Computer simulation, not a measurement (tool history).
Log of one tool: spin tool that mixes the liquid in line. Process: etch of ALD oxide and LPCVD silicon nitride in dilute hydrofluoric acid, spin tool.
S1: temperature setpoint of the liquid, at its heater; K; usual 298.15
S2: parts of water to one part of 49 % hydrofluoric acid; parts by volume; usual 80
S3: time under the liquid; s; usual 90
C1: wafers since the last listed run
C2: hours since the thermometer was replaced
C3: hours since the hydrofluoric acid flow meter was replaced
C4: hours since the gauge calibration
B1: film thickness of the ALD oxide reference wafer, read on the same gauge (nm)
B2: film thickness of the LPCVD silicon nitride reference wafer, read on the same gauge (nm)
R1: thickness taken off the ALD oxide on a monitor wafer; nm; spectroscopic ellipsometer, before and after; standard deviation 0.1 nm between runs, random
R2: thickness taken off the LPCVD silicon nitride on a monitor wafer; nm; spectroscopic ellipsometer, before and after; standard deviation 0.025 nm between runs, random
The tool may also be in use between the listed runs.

| run | hour | S1 | S2 | S3 | C1 | C2 | C3 | C4 | B1 | B2 | R1 | R2 |
|---|---|---|---|---|---|---|---|---|---|---|---|---|
| 1 | 0.0 | 298.15 | 80 | 90 | 0 | 2141.4 | 468.6 | 481.5 | 30.02 | 49.998 | 12.00 | 0.662 |
| 2 | 21.6 | 298.15 | 80 | 90 | 166 | 2163.0 | 490.2 | 503.1 | 30.04 | 49.993 | 11.94 | 0.636 |
| 3 | 56.9 | 298.15 | 55 | 90 | 272 | 2198.3 | 525.5 | 538.4 | 29.97 | 50.017 | 18.16 | 0.951 |
| 4 | 70.9 | 298.15 | 55 | 90 | 108 | 2212.3 | 539.5 | 552.4 | 30.02 | 49.992 | 17.96 | 0.893 |
| 5 | 86.9 | 298.15 | 60 | 90 | 123 | 2228.3 | 555.5 | 568.4 | 29.95 | 49.990 | 16.15 | 0.881 |
|  | 108.3 | hydrofluoric acid flow meter replaced |
| 6 | 116.8 | 298.15 | 60 | 90 | 223 | 2258.2 | 8.5 | 598.3 | 29.98 | 49.998 | 16.24 | 0.857 |
| 7 | 143.0 | 298.15 | 60 | 90 | 202 | 2284.4 | 34.7 | 624.5 | 29.98 | 49.993 | 16.20 | 0.917 |
|  | 156.3 | gauge calibrated |
| 8 | 166.3 | 301.65 | 80 | 65 | 179 | 2307.7 | 58.0 | 10.0 | 30.00 | 49.987 | 9.82 | 0.592 |
| 9 | 183.7 | 302.65 | 80 | 90 | 134 | 2325.1 | 75.4 | 27.4 | 29.99 | 50.013 | 14.32 | 0.843 |
| 10 | 200.0 | 298.15 | 45 | 90 | 125 | 2341.4 | 91.7 | 43.7 | 30.01 | 49.983 | 22.49 | 1.173 |
| 11 | 216.2 | 298.15 | 65 | 70 | 125 | 2357.6 | 107.9 | 59.9 | 29.97 | 49.994 | 11.61 | 0.635 |
| 12 | 239.0 | 298.15 | 50 | 45 | 175 | 2380.4 | 130.7 | 82.7 | 30.00 | 50.018 | 10.02 | 0.490 |
| 13 | 262.6 | 301.15 | 100 | 105 | 182 | 2404.0 | 154.3 | 106.3 | 29.97 | 49.981 | 12.04 | 0.726 |
| 14 | 284.5 | 298.15 | 95 | 90 | 169 | 2425.9 | 176.2 | 128.2 | 30.03 | 50.029 | 9.88 | 0.564 |
| 15 | 310.7 | 302.15 | 80 | 55 | 202 | 2452.1 | 202.4 | 154.4 | 30.02 | 50.016 | 8.52 | 0.497 |
| 16 | 335.6 | 298.15 | 100 | 45 | 192 | 2477.0 | 227.3 | 179.3 | 30.00 | 50.001 | 4.69 | 0.253 |
| 17 | 370.5 | 299.65 | 100 | 90 | 269 | 2511.9 | 262.2 | 214.2 | 30.04 | 49.996 | 9.89 | 0.588 |
| 18 | 395.4 | 300.65 | 80 | 110 | 192 | 2536.8 | 287.1 | 239.1 | 29.99 | 49.982 | 16.05 | 0.964 |
|  | 398.1 | thermometer replaced |
| 19 | 409.2 | 298.15 | 80 | 90 | 98 | 11.1 | 300.9 | 252.9 | 30.03 | 49.998 | 11.88 | 0.661 |
| 20 | 443.4 | 298.15 | 80 | 90 | 263 | 45.3 | 335.1 | 287.1 | 29.98 | 50.001 | 11.99 | 0.619 |
| 21 | 472.9 | 301.15 | 70 | 110 | 227 | 74.8 | 364.6 | 316.6 | 30.01 | 50.017 | 18.91 | 1.201 |
| 22 | 496.3 | 298.15 | 95 | 130 | 180 | 98.2 | 388.0 | 340.0 | 29.99 | 49.996 | 14.49 | 0.839 |
| 23 | 509.7 | 294.65 | 65 | 90 | 103 | 111.6 | 401.4 | 353.4 | 30.01 | 50.010 | 13.06 | 0.644 |
| 24 | 568.3 | 298.15 | 80 | 90 | 452 | 170.2 | 460.0 | 412.0 | 29.97 | 50.025 | 11.84 | 0.681 |
| 25 | 587.3 | 302.15 | 50 | 90 | 146 | 189.2 | 479.0 | 431.0 | 29.99 | 50.004 | 23.23 | 1.445 |

What if the next run were any one of these 5? Each begins from the tool's condition after run 25:
| A | 587.7 | 298.15 | 70 | 90 | 3 | 189.6 | 479.4 | 431.4 | ? | ? | ? | ? |
| B | 587.7 | 293.65 | 80 | 55 | 3 | 189.6 | 479.4 | 431.4 | ? | ? | ? | ? |
| C | 587.7 | 295.15 | 80 | 90 | 3 | 189.6 | 479.4 | 431.4 | ? | ? | ? | ? |
| D | 587.7 | 300.15 | 95 | 40 | 3 | 189.6 | 479.4 | 431.4 | ? | ? | ? | ? |
| E | 587.7 | 296.65 | 110 | 115 | 3 | 189.6 | 479.4 | 431.4 | ? | ? | ? | ? |

| run | B1 | B2 | R1 | R2 |
|---|---|---|---|---|
| A | 30.01 | 49.989 | 13.65 | 0.772 |
| B | 30.01 | 49.989 | 6.00 | 0.306 |
| C | 30.01 | 49.989 | 10.44 | 0.554 |
| D | 30.01 | 49.989 | 4.68 | 0.289 |
| E | 30.01 | 49.989 | 9.94 | 0.572 |
Without the tool's unlogged condition, the same runs would have read:
| run | R1 | R2 |
|---|---|---|
| A | 13.65 | 0.772 |
| B | 6.00 | 0.306 |
| C | 10.44 | 0.554 |
| D | 4.68 | 0.289 |
| E | 9.94 | 0.572 |

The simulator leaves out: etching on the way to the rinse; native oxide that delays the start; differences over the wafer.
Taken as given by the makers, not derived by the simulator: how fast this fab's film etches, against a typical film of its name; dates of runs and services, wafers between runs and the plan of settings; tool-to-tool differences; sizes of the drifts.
